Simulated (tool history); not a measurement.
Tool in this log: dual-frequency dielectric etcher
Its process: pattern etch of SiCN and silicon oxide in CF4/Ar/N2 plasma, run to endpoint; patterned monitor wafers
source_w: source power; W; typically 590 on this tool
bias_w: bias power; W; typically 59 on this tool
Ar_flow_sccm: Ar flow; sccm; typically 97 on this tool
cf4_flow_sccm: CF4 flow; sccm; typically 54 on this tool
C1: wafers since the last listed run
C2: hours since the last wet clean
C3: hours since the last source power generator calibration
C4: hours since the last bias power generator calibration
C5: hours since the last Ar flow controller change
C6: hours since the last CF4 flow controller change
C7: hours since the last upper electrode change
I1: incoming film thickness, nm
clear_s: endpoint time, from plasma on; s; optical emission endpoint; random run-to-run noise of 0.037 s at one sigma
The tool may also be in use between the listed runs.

run 1 hour=0.0 | source_w=590 bias_w=70 Ar_flow_sccm=97 cf4_flow_sccm=54 | C1=0 C2=229.7 C3=1512.1 C4=2278.9 C5=1866.2 C6=2848.0 C7=4119.7 | I1=10.20 | clear_s=10.8
run 2 hour=48.6 | source_w=590 bias_w=59 Ar_flow_sccm=116 cf4_flow_sccm=54 | C1=980 C2=278.3 C3=1560.7 C4=2327.5 C5=1914.8 C6=2896.6 C7=4168.3 | I1=10.17 | clear_s=11.6
run 3 hour=90.2 | source_w=590 bias_w=59 Ar_flow_sccm=97 cf4_flow_sccm=54 | C1=839 C2=319.9 C3=1602.3 C4=2369.1 C5=1956.4 C6=2938.2 C7=4209.9 | I1=10.27 | clear_s=11.4
-- hour=144.8 source power generator calibrated
-- hour=146.7 wet clean of the chamber
run 4 hour=195.8 | source_w=590 bias_w=59 Ar_flow_sccm=97 cf4_flow_sccm=54 | C1=2011 C2=49.1 C3=51.0 C4=2474.7 C5=2062.0 C6=3043.8 C7=4315.5 | I1=10.21 | clear_s=11.3
run 5 hour=260.0 | source_w=590 bias_w=59 Ar_flow_sccm=97 cf4_flow_sccm=54 | C1=1295 C2=113.3 C3=115.2 C4=2538.9 C5=2126.2 C6=3108.0 C7=4379.7 | I1=10.14 | clear_s=11.2
run 6 hour=319.1 | source_w=680 bias_w=59 Ar_flow_sccm=97 cf4_flow_sccm=49 | C1=1192 C2=172.4 C3=174.3 C4=2598.0 C5=2185.3 C6=3167.1 C7=4438.8 | I1=10.20 | clear_s=10.5
-- hour=409.2 bias power generator calibrated
run 7 hour=478.9 | source_w=680 bias_w=59 Ar_flow_sccm=97 cf4_flow_sccm=49 | C1=3144 C2=332.2 C3=334.1 C4=69.7 C5=2345.1 C6=3326.9 C7=4598.6 | I1=10.23 | clear_s=10.6
run 8 hour=515.4 | source_w=680 bias_w=59 Ar_flow_sccm=97 cf4_flow_sccm=49 | C1=736 C2=368.7 C3=370.6 C4=106.2 C5=2381.6 C6=3363.4 C7=4635.1 | I1=10.28 | clear_s=10.5
run 9 hour=558.2 | source_w=590 bias_w=59 Ar_flow_sccm=97 cf4_flow_sccm=54 | C1=863 C2=411.5 C3=413.4 C4=149.0 C5=2424.4 C6=3406.2 C7=4677.9 | I1=10.23 | clear_s=11.3
-- hour=585.9 wet clean of the chamber
run 10 hour=611.6 | source_w=590 bias_w=69 Ar_flow_sccm=113 cf4_flow_sccm=59 | C1=593 C2=25.7 C3=466.8 C4=202.4 C5=2477.8 C6=3459.6 C7=4731.3 | I1=10.17 | clear_s=10.7
run 11 hour=715.9 | source_w=590 bias_w=52 Ar_flow_sccm=97 cf4_flow_sccm=43 | C1=2104 C2=130.0 C3=571.1 C4=306.7 C5=2582.1 C6=3563.9 C7=4835.6 | I1=10.19 | clear_s=12.4
run 12 hour=810.2 | source_w=590 bias_w=59 Ar_flow_sccm=74 cf4_flow_sccm=54 | C1=1903 C2=224.3 C3=665.4 C4=401.0 C5=2676.4 C6=3658.2 C7=4929.9 | I1=10.19 | clear_s=11.0
-- hour=833.9 Ar flow controller replaced
-- hour=887.8 upper electrode replaced, of another model than before
run 13 hour=905.0 | source_w=590 bias_w=59 Ar_flow_sccm=97 cf4_flow_sccm=54 | C1=1307 C2=319.1 C3=760.2 C4=495.8 C5=71.1 C6=3753.0 C7=17.2 | I1=10.13 | clear_s=11.2
run 14 hour=946.3 | source_w=590 bias_w=47 Ar_flow_sccm=109 cf4_flow_sccm=44 | C1=833 C2=360.4 C3=801.5 C4=537.1 C5=112.4 C6=3794.3 C7=58.5 | I1=10.21 | clear_s=12.6
-- hour=976.4 CF4 flow controller replaced
-- hour=1002.9 wet clean of the chamber
run 15 hour=1003.4 | source_w=590 bias_w=59 Ar_flow_sccm=97 cf4_flow_sccm=54 | C1=546 C2=0.5 C3=858.6 C4=594.2 C5=169.5 C6=27.0 C7=115.6 | I1=10.16 | clear_s=11.4
run 16 hour=1057.8 | source_w=590 bias_w=59 Ar_flow_sccm=97 cf4_flow_sccm=54 | C1=1097 C2=54.9 C3=913.0 C4=648.6 C5=223.9 C6=81.4 C7=170.0 | I1=10.19 | clear_s=11.4
run 17 hour=1117.2 | source_w=540 bias_w=59 Ar_flow_sccm=74 cf4_flow_sccm=54 | C1=1198 C2=114.3 C3=972.4 C4=708.0 C5=283.3 C6=140.8 C7=229.4 | I1=10.24 | clear_s=12.2
run 18 hour=1164.1 | source_w=590 bias_w=59 Ar_flow_sccm=97 cf4_flow_sccm=54 | C1=946 C2=161.2 C3=1019.3 C4=754.9 C5=330.2 C6=187.7 C7=276.3 | I1=10.30 | clear_s=11.5
run 19 hour=1239.5 | source_w=590 bias_w=59 Ar_flow_sccm=97 cf4_flow_sccm=61 | C1=1521 C2=236.6 C3=1094.7 C4=830.3 C5=405.6 C6=263.1 C7=351.7 | I1=10.18 | clear_s=11.1
-- hour=1376.0 wet clean of the chamber
run 20 hour=1376.5 | source_w=590 bias_w=52 Ar_flow_sccm=97 cf4_flow_sccm=54 | C1=2280 C2=0.5 C3=1231.7 C4=967.3 C5=542.6 C6=400.1 C7=488.7 | I1=10.21 | clear_s=11.7
run 21 hour=1417.0 | source_w=520 bias_w=59 Ar_flow_sccm=80 cf4_flow_sccm=54 | C1=817 C2=41.0 C3=1272.2 C4=1007.8 C5=583.1 C6=440.6 C7=529.2 | I1=10.28 | clear_s=12.9
run 22 hour=1493.2 | source_w=660 bias_w=69 Ar_flow_sccm=90 cf4_flow_sccm=67 | C1=1537 C2=117.2 C3=1348.4 C4=1084.0 C5=659.3 C6=516.8 C7=605.4 | I1=10.20 | clear_s=9.3
run 23 hour=1542.7 | source_w=730 bias_w=63 Ar_flow_sccm=97 cf4_flow_sccm=54 | C1=998 C2=166.7 C3=1397.9 C4=1133.5 C5=708.8 C6=566.3 C7=654.9 | I1=10.24 | clear_s=9.1

Alternative continuations, all from the tool just after run 23; predict every row:
run A hour=1543.1 | source_w=590 bias_w=59 Ar_flow_sccm=80 cf4_flow_sccm=54 | C1=8 C2=167.1 C3=1398.3 C4=1133.9 C5=709.2 C6=566.7 C7=655.3 | I1=10.12 | clear_s=?
run B hour=1543.1 | source_w=640 bias_w=59 Ar_flow_sccm=83 cf4_flow_sccm=41 | C1=8 C2=167.1 C3=1398.3 C4=1133.9 C5=709.2 C6=566.7 C7=655.3 | I1=10.12 | clear_s=?
run C hour=1543.1 | source_w=590 bias_w=59 Ar_flow_sccm=97 cf4_flow_sccm=44 | C1=8 C2=167.1 C3=1398.3 C4=1133.9 C5=709.2 C6=566.7 C7=655.3 | I1=10.12 | clear_s=?
run D hour=1543.1 | source_w=530 bias_w=50 Ar_flow_sccm=113 cf4_flow_sccm=54 | C1=8 C2=167.1 C3=1398.3 C4=1133.9 C5=709.2 C6=566.7 C7=655.3 | I1=10.12 | clear_s=?
run E hour=1543.1 | source_w=490 bias_w=59 Ar_flow_sccm=97 cf4_flow_sccm=54 | C1=8 C2=167.1 C3=1398.3 C4=1133.9 C5=709.2 C6=566.7 C7=655.3 | I1=10.12 | clear_s=?

run=A clear_s=11.1
run=B clear_s=11.0
run=C clear_s=12.0
run=D clear_s=13.3
run=E clear_s=13.9
What these runs would have given with no unlogged condition in the tool:
run=A clear_s=11.1
run=B clear_s=11.1
run=C clear_s=12.0
run=D clear_s=13.4
run=E clear_s=14.0
